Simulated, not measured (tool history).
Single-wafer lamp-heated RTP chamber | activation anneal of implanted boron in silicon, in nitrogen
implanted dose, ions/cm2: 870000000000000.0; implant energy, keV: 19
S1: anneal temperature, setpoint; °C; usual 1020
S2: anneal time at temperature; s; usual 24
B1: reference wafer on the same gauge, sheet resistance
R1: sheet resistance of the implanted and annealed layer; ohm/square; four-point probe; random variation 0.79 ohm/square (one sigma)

{"run": 1, "hour": 0.0, "S1": 1009, "S2": 24, "B1": 108.38, "R1": 134.67}
{"run": 2, "hour": 33.2, "S1": 1009, "S2": 24, "B1": 108.26, "R1": 135.86}
{"run": 3, "hour": 53.4, "S1": 1009, "S2": 24, "B1": 108.6, "R1": 136.48}
{"run": 4, "hour": 83.7, "S1": 1037, "S2": 24, "B1": 108.52, "R1": 135.26}
{"hour": 99.5, "done": "pyrometer window cleaned and pyrometer calibrated"}
{"run": 5, "hour": 114.3, "S1": 1037, "S2": 24, "B1": 108.57, "R1": 134.04}
{"run": 6, "hour": 133.8, "S1": 1020, "S2": 24, "B1": 108.6, "R1": 134.87}
{"run": 7, "hour": 148.4, "S1": 1020, "S2": 24, "B1": 108.7, "R1": 134.44}
{"run": 8, "hour": 166.2, "S1": 1020, "S2": 24, "B1": 108.99, "R1": 134.9}
{"run": 9, "hour": 187.5, "S1": 1032, "S2": 24, "B1": 109.13, "R1": 135.23}
{"run": 10, "hour": 211.1, "S1": 1032, "S2": 24, "B1": 109.15, "R1": 135.31}
{"run": 11, "hour": 224.2, "S1": 1032, "S2": 24, "B1": 108.98, "R1": 134.65}
{"run": 12, "hour": 256.4, "S1": 1020, "S2": 24, "B1": 109.24, "R1": 136.77}
{"run": 13, "hour": 281.1, "S1": 1020, "S2": 24, "B1": 109.27, "R1": 135.9}
{"run": 14, "hour": 306.7, "S1": 1020, "S2": 24, "B1": 109.38, "R1": 135.88}
{"run": 15, "hour": 322.9, "S1": 1043, "S2": 14, "B1": 109.55, "R1": 136.33}
{"run": 16, "hour": 358.3, "S1": 1043, "S2": 14, "B1": 109.76, "R1": 134.04}
{"hour": 377.5, "done": "pyrometer window cleaned and pyrometer calibrated"}
{"run": 17, "hour": 385.1, "S1": 1043, "S2": 14, "B1": 109.73, "R1": 135.61}
{"hour": 403.5, "done": "reflector plate cleaned"}
{"run": 18, "hour": 416.3, "S1": 1000, "S2": 24, "B1": 109.89, "R1": 141.88}
{"run": 19, "hour": 443.3, "S1": 1000, "S2": 24, "B1": 109.84, "R1": 139.55}
{"run": 20, "hour": 496.0, "S1": 1011, "S2": 13, "B1": 110.29, "R1": 140.77}
{"run": 21, "hour": 521.1, "S1": 1020, "S2": 24, "B1": 110.41, "R1": 137.93}
{"run": 22, "hour": 555.4, "S1": 1020, "S2": 24, "B1": 110.36, "R1": 136.77}
{"hour": 579.0, "done": "gauge calibrated"}
{"run": 23, "hour": 586.7, "S1": 1010, "S2": 24, "B1": 106.71, "R1": 133.8}
{"run": 24, "hour": 613.3, "S1": 991, "S2": 15, "B1": 107.15, "R1": 143.66}
{"run": 25, "hour": 634.5, "S1": 1041, "S2": 24, "B1": 107, "R1": 132.2}
{"run": 26, "hour": 655.9, "S1": 992, "S2": 18, "B1": 107.12, "R1": 139.38}
{"hour": 679.7, "done": "pyrometer window cleaned and pyrometer calibrated"}
{"run": 27, "hour": 680.2, "S1": 1049, "S2": 28, "B1": 107.24, "R1": 130.91}
{"run": 28, "hour": 710.2, "S1": 1020, "S2": 24, "B1": 107.4, "R1": 132.75}
{"run": 29, "hour": 735.4, "S1": 1036, "S2": 17, "B1": 107.44, "R1": 131.98}
{"run": 30, "hour": 764.0, "S1": 1033, "S2": 14, "B1": 107.53, "R1": 134.76}
{"run": 31, "hour": 778.3, "S1": 1032, "S2": 24, "B1": 107.57, "R1": 131.91}
{"run": 32, "hour": 801.4, "S1": 1020, "S2": 24, "B1": 107.74, "R1": 134.72}
{"hour": 821.7, "done": "reflector plate cleaned"}
{"run": 33, "hour": 824.4, "S1": 1004, "S2": 11, "B1": 107.59, "R1": 138.29}
{"run": 34, "hour": 841.2, "S1": 1020, "S2": 24, "B1": 108.07, "R1": 132.72}
{"run": 35, "hour": 874.7, "S1": 1009, "S2": 24, "B1": 108, "R1": 136.98}
{"run": 36, "hour": 890.5, "S1": 1002, "S2": 12, "B1": 108.24, "R1": 139.84}
{"run": 37, "hour": 914.9, "S1": 1020, "S2": 24, "B1": 108.19, "R1": 134.94}
{"hour": 939.0, "done": "pyrometer window cleaned and pyrometer calibrated"}
{"run": 38, "hour": 944.1, "S1": 1010, "S2": 35, "B1": 108.27, "R1": 134.35}

3 ways to go on from here, each from the tool as it stands after run 38. What would each give?
{"run": "A", "hour": 944.5, "S1": 1020, "S2": 24, "B1": "?", "R1": "?"}
{"run": "B", "hour": 944.5, "S1": 1004, "S2": 14, "B1": "?", "R1": "?"}
{"run": "C", "hour": 944.5, "S1": 1020, "S2": 13, "B1": "?", "R1": "?"}

run=A B1=108.23 R1=133.23
run=B B1=108.23 R1=137.07
run=C B1=108.23 R1=134.11
Without the tool's hidden state the same runs would have given:
run=A R1=131.63
run=B R1=135.42
run=C R1=132.49
